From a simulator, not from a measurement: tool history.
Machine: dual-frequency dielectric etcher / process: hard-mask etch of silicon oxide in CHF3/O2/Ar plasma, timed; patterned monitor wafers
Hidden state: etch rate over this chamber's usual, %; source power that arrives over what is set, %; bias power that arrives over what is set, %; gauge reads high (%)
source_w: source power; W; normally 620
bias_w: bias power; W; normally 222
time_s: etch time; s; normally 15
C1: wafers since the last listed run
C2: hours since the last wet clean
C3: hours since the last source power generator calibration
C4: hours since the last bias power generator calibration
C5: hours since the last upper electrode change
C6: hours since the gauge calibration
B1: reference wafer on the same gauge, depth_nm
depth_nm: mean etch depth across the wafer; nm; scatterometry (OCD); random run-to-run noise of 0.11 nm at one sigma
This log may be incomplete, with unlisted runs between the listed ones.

run 1 hour=0 | source_w=620 bias_w=222 time_s=15 | C1=0 C2=88.9 C3=1098.4 C4=4986.5 C5=5342.6 C6=717.3 | B1=34.51 | depth_nm=31.57
run 2 hour=19.1 | source_w=620 bias_w=222 time_s=15 | C1=355 C2=108 C3=1117.5 C4=5005.6 C5=5361.7 C6=736.4 | B1=34.46 | depth_nm=31.6
run 3 hour=33.9 | source_w=540 bias_w=222 time_s=12 | C1=275 C2=122.8 C3=1132.3 C4=5020.4 C5=5376.5 C6=751.2 | B1=34.51 | depth_nm=24.01
run 4 hour=47.6 | source_w=540 bias_w=222 time_s=12 | C1=254 C2=136.5 C3=1146 C4=5034.1 C5=5390.2 C6=764.9 | B1=34.49 | depth_nm=23.73
run 5 hour=81 | source_w=540 bias_w=222 time_s=12 | C1=620 C2=169.9 C3=1179.4 C4=5067.5 C5=5423.6 C6=798.3 | B1=34.47 | depth_nm=23.8
run 6 hour=114.8 | source_w=620 bias_w=222 time_s=15 | C1=628 C2=203.7 C3=1213.2 C4=5101.3 C5=5457.4 C6=832.1 | B1=34.47 | depth_nm=31.42
run 7 hour=137.5 | source_w=620 bias_w=222 time_s=15 | C1=422 C2=226.4 C3=1235.9 C4=5124 C5=5480.1 C6=854.8 | B1=34.49 | depth_nm=31.49
run 8 hour=188.1 | source_w=620 bias_w=261 time_s=15 | C1=940 C2=277 C3=1286.5 C4=5174.6 C5=5530.7 C6=905.4 | B1=34.53 | depth_nm=34.43
run 9 hour=206.8 | source_w=620 bias_w=261 time_s=15 | C1=347 C2=295.7 C3=1305.2 C4=5193.3 C5=5549.4 C6=924.1 | B1=34.55 | depth_nm=34.55
-- hour=220.2 gauge calibrated
run 10 hour=237.8 | source_w=620 bias_w=261 time_s=15 | C1=576 C2=326.7 C3=1336.2 C4=5224.3 C5=5580.4 C6=17.6 | B1=34.52 | depth_nm=34.38
-- hour=243.6 bias power generator calibrated
run 11 hour=257.3 | source_w=620 bias_w=222 time_s=18 | C1=288 C2=346.2 C3=1355.7 C4=13.7 C5=5599.9 C6=37.1 | B1=34.51 | depth_nm=37.93
run 12 hour=279.8 | source_w=620 bias_w=191 time_s=15 | C1=418 C2=368.7 C3=1378.2 C4=36.2 C5=5622.4 C6=59.6 | B1=34.51 | depth_nm=28.93
run 13 hour=348.1 | source_w=740 bias_w=276 time_s=13.5 | C1=1269 C2=437 C3=1446.5 C4=104.5 C5=5690.7 C6=127.9 | B1=34.49 | depth_nm=34.34
run 14 hour=368.9 | source_w=520 bias_w=179 time_s=17 | C1=386 C2=457.8 C3=1467.3 C4=125.3 C5=5711.5 C6=148.7 | B1=34.53 | depth_nm=29.56
-- hour=380.8 source power generator calibrated
-- hour=399.8 wet clean of the chamber
run 15 hour=400.3 | source_w=490 bias_w=241 time_s=13.5 | C1=156 C2=0.5 C3=19.5 C4=156.7 C5=5742.9 C6=180.1 | B1=34.54 | depth_nm=27.04
run 16 hour=427.6 | source_w=760 bias_w=222 time_s=15 | C1=507 C2=27.8 C3=46.8 C4=184 C5=5770.2 C6=207.4 | B1=34.5 | depth_nm=34.19
-- hour=477.8 upper electrode replaced
run 17 hour=478.3 | source_w=510 bias_w=222 time_s=15 | C1=496 C2=78.5 C3=97.5 C4=234.7 C5=0.5 C6=258.1 | B1=34.5 | depth_nm=29.2
run 18 hour=478.6 | source_w=660 bias_w=272 time_s=17.5 | C1=5 C2=78.8 C3=97.8 C4=235 C5=0.8 C6=258.4 | B1=34.5 | depth_nm=42.25
run 19 hour=488 | source_w=620 bias_w=222 time_s=18.5 | C1=174 C2=88.2 C3=107.2 C4=244.4 C5=10.2 C6=267.8 | B1=34.48 | depth_nm=39.07
run 20 hour=522.4 | source_w=780 bias_w=222 time_s=15 | C1=639 C2=122.6 C3=141.6 C4=278.8 C5=44.6 C6=302.2 | B1=34.49 | depth_nm=34.4
run 21 hour=557.4 | source_w=620 bias_w=171 time_s=15 | C1=650 C2=157.6 C3=176.6 C4=313.8 C5=79.6 C6=337.2 | B1=34.48 | depth_nm=27.12
run 22 hour=584.9 | source_w=620 bias_w=222 time_s=15 | C1=511 C2=185.1 C3=204.1 C4=341.3 C5=107.1 C6=364.7 | B1=34.54 | depth_nm=31.41
run 23 hour=620.7 | source_w=570 bias_w=206 time_s=18 | C1=665 C2=220.9 C3=239.9 C4=377.1 C5=142.9 C6=400.5 | B1=34.49 | depth_nm=34.97
run 24 hour=643.8 | source_w=620 bias_w=239 time_s=17 | C1=429 C2=244 C3=263 C4=400.2 C5=166 C6=423.6 | B1=34.5 | depth_nm=37.35
run 25 hour=674.4 | source_w=620 bias_w=253 time_s=13 | C1=568 C2=274.6 C3=293.6 C4=430.8 C5=196.6 C6=454.2 | B1=34.47 | depth_nm=29.46
run 26 hour=697.3 | source_w=620 bias_w=222 time_s=15 | C1=425 C2=297.5 C3=316.5 C4=453.7 C5=219.5 C6=477.1 | B1=34.47 | depth_nm=31.42
run 27 hour=713.7 | source_w=620 bias_w=222 time_s=15 | C1=304 C2=313.9 C3=332.9 C4=470.1 C5=235.9 C6=493.5 | B1=34.51 | depth_nm=31.54
run 28 hour=738.6 | source_w=570 bias_w=241 time_s=18.5 | C1=462 C2=338.8 C3=357.8 C4=495 C5=260.8 C6=518.4 | B1=34.5 | depth_nm=39.33
run 29 hour=760.9 | source_w=740 bias_w=276 time_s=13.5 | C1=414 C2=361.1 C3=380.1 C4=517.3 C5=283.1 C6=540.7 | B1=34.54 | depth_nm=34.29

5 options for the next run, each taken on its own from the tool as it stands now. Forecast them:
run A hour=761.3 | source_w=620 bias_w=222 time_s=15 | C1=7 C2=361.5 C3=380.5 C4=517.7 C5=283.5 C6=541.1 | B1=? | depth_nm=?
run B hour=761.3 | source_w=620 bias_w=244 time_s=15 | C1=7 C2=361.5 C3=380.5 C4=517.7 C5=283.5 C6=541.1 | B1=? | depth_nm=?
run C hour=761.3 | source_w=470 bias_w=261 time_s=15 | C1=7 C2=361.5 C3=380.5 C4=517.7 C5=283.5 C6=541.1 | B1=? | depth_nm=?
run D hour=761.3 | source_w=620 bias_w=278 time_s=18 | C1=7 C2=361.5 C3=380.5 C4=517.7 C5=283.5 C6=541.1 | B1=? | depth_nm=?
run E hour=761.3 | source_w=620 bias_w=248 time_s=13.5 | C1=7 C2=361.5 C3=380.5 C4=517.7 C5=283.5 C6=541.1 | B1=? | depth_nm=?

run=A B1=34.51 depth_nm=31.55
run=B B1=34.51 depth_nm=33.23
run=C B1=34.51 depth_nm=30.98
run=D B1=34.51 depth_nm=42.76
run=E B1=34.51 depth_nm=30.18
What these runs would have given with no unlogged condition in the tool:
run=A depth_nm=31.55
run=B depth_nm=33.23
run=C depth_nm=30.98
run=D depth_nm=42.76
run=E depth_nm=30.18

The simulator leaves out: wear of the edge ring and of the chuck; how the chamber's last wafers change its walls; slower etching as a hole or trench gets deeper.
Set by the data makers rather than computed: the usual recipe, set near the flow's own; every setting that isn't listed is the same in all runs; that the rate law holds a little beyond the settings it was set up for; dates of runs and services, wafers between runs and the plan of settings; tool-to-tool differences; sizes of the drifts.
